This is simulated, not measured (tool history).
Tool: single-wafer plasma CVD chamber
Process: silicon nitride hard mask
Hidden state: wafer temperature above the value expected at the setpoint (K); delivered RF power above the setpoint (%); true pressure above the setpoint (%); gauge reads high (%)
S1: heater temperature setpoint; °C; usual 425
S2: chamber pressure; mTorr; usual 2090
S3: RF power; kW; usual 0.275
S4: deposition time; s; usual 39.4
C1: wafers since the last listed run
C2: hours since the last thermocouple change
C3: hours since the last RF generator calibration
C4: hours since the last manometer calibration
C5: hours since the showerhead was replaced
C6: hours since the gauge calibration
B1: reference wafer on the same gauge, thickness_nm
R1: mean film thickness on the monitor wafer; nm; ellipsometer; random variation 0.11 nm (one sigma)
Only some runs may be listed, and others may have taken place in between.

run,hour,S1,S2,S3,S4,C1,C2,C3,C4,C5,C6,B1,R1
1,0.0,425,2090,0.275,37.1,0,1892.3,957.9,1820.1,3333.4,123.7,46.199,42.782
2,9.2,425,2090,0.275,37.1,211,1901.5,967.1,1829.3,3342.6,132.9,46.212,42.667
3,17.8,417,2090,0.275,39.4,198,1910.1,975.7,1837.9,3351.2,141.5,46.226,45.518
4,47.9,417,2090,0.275,39.4,693,1940.2,1005.8,1868.0,3381.3,171.6,46.219,45.098
5,54.8,425,2090,0.275,39.4,158,1947.1,1012.7,1874.9,3388.2,178.5,46.224,45.240
6,70.8,425,2090,0.275,39.4,368,1963.1,1028.7,1890.9,3404.2,194.5,46.210,45.038
7,82.9,425,2090,0.275,39.4,278,1975.2,1040.8,1903.0,3416.3,206.6,46.185,45.033
# hour 139.9: thermocouple changed; heater temperature recalibrated
8,140.4,425,2090,0.275,39.4,1139,0.5,1098.3,1960.5,3473.8,264.1,46.167,44.982
# hour 146.1: gauge calibrated
9,146.2,425,2090,0.275,39.4,133,6.3,1104.1,1966.3,3479.6,0.1,46.183,44.971
10,157.1,425,2090,0.275,39.4,251,17.2,1115.0,1977.2,3490.5,11.0,46.213,44.621
11,164.5,425,2090,0.275,42.2,170,24.6,1122.4,1984.6,3497.9,18.4,46.235,48.015
# hour 179.4: RF generator calibrated
12,182.0,425,2090,0.275,39.4,218,42.1,2.6,2002.1,3515.4,35.9,46.241,46.688
13,190.3,418,2090,0.275,39.4,191,50.4,10.9,2010.4,3523.7,44.2,46.239,46.957
14,199.2,429,2090,0.295,39.4,204,59.3,19.8,2019.3,3532.6,53.1,46.207,49.046
15,210.8,435,2500,0.275,35.3,267,70.9,31.4,2030.9,3544.2,64.7,46.249,44.075
# hour 221.3: showerhead replaced
# hour 228.6: capacitance manometer re-zeroed and calibrated
16,229.1,433,1730,0.315,32.8,68,89.2,49.7,0.5,7.8,83.0,46.178,39.563
17,234.6,433,2570,0.230,39.4,126,94.7,55.2,6.0,13.3,88.5,46.193,43.548
18,248.8,413,1700,0.325,35.1,326,108.9,69.4,20.2,27.5,102.7,46.230,43.572
19,261.9,425,2090,0.275,39.4,301,122.0,82.5,33.3,40.6,115.8,46.204,46.779
20,275.8,425,2090,0.275,39.4,320,135.9,96.4,47.2,54.5,129.7,46.234,46.782
21,288.4,425,2600,0.275,33.1,290,148.5,109.0,59.8,67.1,142.3,46.195,41.909
22,325.8,425,2090,0.275,39.4,861,185.9,146.4,97.2,104.5,179.7,46.208,46.788

Branching from run 22: 3 alternative next runs. What would each branch give?
A,326.2,425,2090,0.275,39.4,9,186.3,146.8,97.6,104.9,180.1,?,?
B,326.2,418,2090,0.225,39.4,9,186.3,146.8,97.6,104.9,180.1,?,?
C,326.2,425,2090,0.290,39.4,9,186.3,146.8,97.6,104.9,180.1,?,?

run,B1,R1
A,46.219,46.742
B,46.219,40.475
C,46.219,48.502
Had the tool no hidden state, the same runs would have come out as:
run,R1
A,47.240
B,40.939
C,49.010
